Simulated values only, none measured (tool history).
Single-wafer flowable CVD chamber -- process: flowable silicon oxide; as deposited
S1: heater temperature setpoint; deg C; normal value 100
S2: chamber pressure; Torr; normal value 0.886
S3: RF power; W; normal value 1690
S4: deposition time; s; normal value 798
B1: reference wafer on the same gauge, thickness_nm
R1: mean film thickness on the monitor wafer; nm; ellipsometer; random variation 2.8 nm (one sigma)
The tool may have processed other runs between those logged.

run 1 hour=0 | S1=100 S2=0.886 S3=1690 S4=798 | B1=561.949 | R1=613.289
run 2 hour=37.4 | S1=100 S2=0.818 S3=1690 S4=798 | B1=561.684 | R1=560.671
run 3 hour=69.6 | S1=100 S2=0.818 S3=1690 S4=798 | B1=560.551 | R1=567.067
run 4 hour=119.5 | S1=100 S2=0.886 S3=1830 S4=798 | B1=561.301 | R1=620.216
run 5 hour=164.5 | S1=100 S2=0.886 S3=1830 S4=798 | B1=560.694 | R1=622.807
-- hour=204.3 gauge calibrated
run 6 hour=230.5 | S1=100 S2=0.886 S3=1830 S4=798 | B1=561.685 | R1=628.696
-- hour=269.7 thermocouple changed; heater temperature recalibrated, repeated, since the last time left the tool worse
run 7 hour=297.8 | S1=100 S2=0.886 S3=1690 S4=798 | B1=560.842 | R1=576.217
run 8 hour=353.4 | S1=100 S2=0.886 S3=1690 S4=948 | B1=560.131 | R1=684.718
-- hour=398.3 showerhead replaced
run 9 hour=465.4 | S1=113 S2=0.886 S3=1865 S4=798 | B1=561.199 | R1=387.175
run 10 hour=494.4 | S1=100 S2=0.694 S3=1690 S4=642 | B1=561.262 | R1=363.408
run 11 hour=529.9 | S1=100 S2=0.886 S3=1690 S4=747 | B1=560.976 | R1=542.583
run 12 hour=563.1 | S1=100 S2=0.886 S3=1690 S4=798 | B1=561.593 | R1=579.542
-- hour=592.3 capacitance manometer re-zeroed and calibrated
run 13 hour=597.6 | S1=112 S2=0.886 S3=1415 S4=798 | B1=560.88 | R1=383.1
run 14 hour=661.8 | S1=100 S2=0.886 S3=1690 S4=909 | B1=559.769 | R1=658.425
run 15 hour=707.1 | S1=100 S2=0.886 S3=1690 S4=798 | B1=560.586 | R1=580.126
run 16 hour=767.5 | S1=89 S2=0.676 S3=1690 S4=798 | B1=560.342 | R1=627.823
run 17 hour=794.2 | S1=100 S2=0.886 S3=1690 S4=798 | B1=561.628 | R1=579.668
run 18 hour=829.4 | S1=88 S2=1.079 S3=2010 S4=893 | B1=560.495 | R1=1175.122
-- hour=870.5 RF generator calibrated
run 19 hour=884.7 | S1=100 S2=0.886 S3=1690 S4=798 | B1=560.633 | R1=576.888
run 20 hour=924.9 | S1=95 S2=1.103 S3=1925 S4=690 | B1=559.922 | R1=749.085
run 21 hour=950.2 | S1=86 S2=0.886 S3=1925 S4=798 | B1=560.645 | R1=910.074
run 22 hour=984 | S1=87 S2=0.691 S3=1540 S4=798 | B1=560.981 | R1=667.226
run 23 hour=1012.2 | S1=106 S2=1.028 S3=1815 S4=798 | B1=561.745 | R1=557.769
run 24 hour=1044.5 | S1=88 S2=0.886 S3=1690 S4=944 | B1=560.986 | R1=995.768
run 25 hour=1084.6 | S1=100 S2=1.021 S3=1935 S4=644 | B1=560.896 | R1=551.757
run 26 hour=1132.7 | S1=100 S2=0.886 S3=1845 S4=798 | B1=561.371 | R1=586.703
run 27 hour=1174.8 | S1=100 S2=0.886 S3=1690 S4=798 | B1=561.321 | R1=579.925
run 28 hour=1244.7 | S1=100 S2=0.886 S3=1690 S4=798 | B1=560.742 | R1=584.234
run 29 hour=1279 | S1=100 S2=0.886 S3=1690 S4=798 | B1=560.384 | R1=581.264

Below are 3 alternative next runs, each starting from the tool's condition after run 29. Predict each:
run A hour=1279.6 | S1=100 S2=0.886 S3=1690 S4=798 | B1=? | R1=?
run B hour=1279.6 | S1=100 S2=0.886 S3=1860 S4=798 | B1=? | R1=?
run C hour=1279.6 | S1=114 S2=1.086 S3=1455 S4=887 | B1=? | R1=?

run=A B1=560.869 R1=582.61
run=B B1=560.869 R1=592.524
run=C B1=560.869 R1=496.553
The same runs, with their run-to-run variation unchanged, on a tool lacking any hidden condition would have given:
run=A R1=573.022
run=B R1=582.773
run=C R1=488.683
